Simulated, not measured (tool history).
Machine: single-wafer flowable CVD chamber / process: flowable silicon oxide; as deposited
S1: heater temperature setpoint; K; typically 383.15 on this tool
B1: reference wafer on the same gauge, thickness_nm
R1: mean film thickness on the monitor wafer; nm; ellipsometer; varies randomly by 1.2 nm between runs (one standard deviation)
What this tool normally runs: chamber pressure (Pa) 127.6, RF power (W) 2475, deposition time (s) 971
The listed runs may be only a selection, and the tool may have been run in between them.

Run 1, day 0.000: usual settings; B1 593.895. Result: R1 538.761 nm.
Run 2, day 1.396: usual settings but S1 387.15 K; B1 593.593. Result: R1 468.960 nm.
Run 3, day 2.717: usual settings; B1 593.510. Result: R1 539.521 nm.
Run 4, day 3.350: usual settings but chamber pressure (Pa) 109.6; B1 593.784. Result: R1 464.313 nm.
Run 5, day 3.954: usual settings but chamber pressure (Pa) 109.6; B1 593.827. Result: R1 463.433 nm.
Run 6, day 5.433: usual settings but chamber pressure (Pa) 109.6; B1 594.397. Result: R1 464.093 nm.
At day 6.883: gauge calibrated.
Run 7, day 7.421: usual settings; B1 594.241. Result: R1 543.156 nm.
Run 8, day 8.354: usual settings; B1 594.052. Result: R1 544.454 nm.
Run 9, day 8.862: usual settings but chamber pressure (Pa) 135.1; B1 593.485. Result: R1 575.464 nm.
Run 10, day 9.679: usual settings but chamber pressure (Pa) 138.5, deposition time (s) 1038; B1 593.916. Result: R1 630.118 nm.
Run 11, day 10.854: usual settings but S1 374.15 K, chamber pressure (Pa) 95.7, RF power (W) 2300, deposition time (s) 1033; B1 593.984. Result: R1 601.800 nm.
Run 12, day 11.396: usual settings but S1 397.15 K, chamber pressure (Pa) 112.1, deposition time (s) 795; B1 593.833. Result: R1 244.501 nm.
At day 12.258: RF generator calibrated.
Run 13, day 12.546: usual settings; B1 594.316. Result: R1 543.723 nm.
At day 13.512: showerhead replaced.
At day 13.592: capacitance manometer re-zeroed and calibrated.
Run 14, day 13.612: usual settings but chamber pressure (Pa) 148.1, RF power (W) 2240, deposition time (s) 914; B1 593.900. Result: R1 582.370 nm.
At day 14.483: thermocouple changed; heater temperature recalibrated.
Run 15, day 14.504: usual settings but S1 393.15 K, chamber pressure (Pa) 155.7, RF power (W) 2790, deposition time (s) 836; B1 593.963. Result: R1 393.502 nm.
Run 16, day 15.238: usual settings but S1 371.15 K, deposition time (s) 1101; B1 593.767. Result: R1 933.938 nm.
Run 17, day 15.808: usual settings but chamber pressure (Pa) 117.1, deposition time (s) 1133; B1 594.332. Result: R1 560.653 nm.
Run 18, day 19.025: usual settings; B1 593.413. Result: R1 524.213 nm.
Run 19, day 19.725: usual settings but deposition time (s) 1134; B1 593.875. Result: R1 611.911 nm.
Run 20, day 20.917: usual settings but chamber pressure (Pa) 117.3, RF power (W) 2145, deposition time (s) 1157; B1 594.091. Result: R1 559.844 nm.

Alternative continuations, all from the tool just after run 20; predict every row:
Run A, day 20.946: usual settings but RF power (W) 2290; B1 ?. Result: R1 ?.
Run B, day 20.946: usual settings but chamber pressure (Pa) 102.0; B1 ?. Result: R1 ?.
Run C, day 20.946: usual settings but chamber pressure (Pa) 109.9; B1 ?. Result: R1 ?.
Run D, day 20.946: usual settings but deposition time (s) 1084; B1 ?. Result: R1 ?.
Run E, day 20.946: usual settings but S1 397.15 K, chamber pressure (Pa) 153.9; B1 ?. Result: R1 ?.

run       B1       R1
  A  593.430  519.714
  B  593.430  420.743
  C  593.430  453.627
  D  593.430  588.265
  E  593.430  395.537
The same runs, with their run-to-run variation unchanged, on a tool lacking any hidden condition would have given:
run       R1
  A  516.725
  B  418.323
  C  451.017
  D  584.881
  E  393.682

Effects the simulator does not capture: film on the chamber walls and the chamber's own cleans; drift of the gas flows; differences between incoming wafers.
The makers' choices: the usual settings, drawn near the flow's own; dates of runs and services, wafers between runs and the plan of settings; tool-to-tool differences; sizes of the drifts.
